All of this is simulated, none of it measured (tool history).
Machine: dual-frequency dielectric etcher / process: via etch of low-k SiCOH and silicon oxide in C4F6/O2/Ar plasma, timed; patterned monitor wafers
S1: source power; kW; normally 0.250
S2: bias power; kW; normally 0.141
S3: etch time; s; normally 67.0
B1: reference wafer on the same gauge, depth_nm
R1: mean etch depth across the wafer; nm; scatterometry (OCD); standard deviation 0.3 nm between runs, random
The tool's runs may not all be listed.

| run | hour | S1 | S2 | S3 | B1 | R1 |
|---|---|---|---|---|---|---|
| 1 | 0.0 | 0.250 | 0.141 | 67.0 | 122.0 | 144.1 |
| 2 | 104.1 | 0.270 | 0.141 | 67.0 | 122.0 | 150.2 |
| 3 | 173.7 | 0.250 | 0.155 | 67.0 | 122.0 | 149.8 |
| 4 | 260.1 | 0.250 | 0.141 | 61.0 | 122.0 | 130.1 |
| 5 | 342.2 | 0.250 | 0.141 | 61.0 | 122.0 | 129.8 |
|  | 411.2 | wet clean of the chamber |
| 6 | 411.7 | 0.220 | 0.141 | 77.0 | 122.0 | 154.8 |
| 7 | 463.9 | 0.250 | 0.141 | 67.0 | 122.0 | 145.8 |
| 8 | 500.6 | 0.250 | 0.141 | 67.0 | 122.0 | 145.1 |
| 9 | 548.4 | 0.250 | 0.141 | 67.0 | 122.0 | 145.5 |
| 10 | 588.0 | 0.250 | 0.128 | 67.0 | 122.0 | 139.5 |
| 11 | 624.7 | 0.250 | 0.156 | 67.0 | 122.0 | 151.6 |
| 12 | 708.2 | 0.200 | 0.166 | 59.0 | 121.9 | 118.9 |
| 13 | 763.6 | 0.290 | 0.112 | 49.0 | 122.0 | 104.6 |
| 14 | 800.1 | 0.230 | 0.154 | 79.5 | 122.0 | 169.2 |
| 15 | 875.8 | 0.300 | 0.151 | 60.0 | 121.9 | 146.6 |
|  | 917.4 | bias power generator calibrated |
| 16 | 966.4 | 0.290 | 0.141 | 56.0 | 122.0 | 130.5 |
|  | 1056.0 | wet clean of the chamber |
| 17 | 1056.5 | 0.250 | 0.141 | 67.0 | 122.0 | 145.2 |
|  | 1081.1 | gauge calibrated |
| 18 | 1119.7 | 0.250 | 0.118 | 67.0 | 122.1 | 134.8 |
| 19 | 1171.6 | 0.250 | 0.162 | 67.0 | 122.0 | 152.9 |

Expected results for the next run?
| 20 | 1253.7 | 0.250 | 0.141 | 67.0 | ? | ? |

B1: 122.0
R1: 144.4 nm
With no hidden state in the tool, this same run would have given R1 145.3 nm.
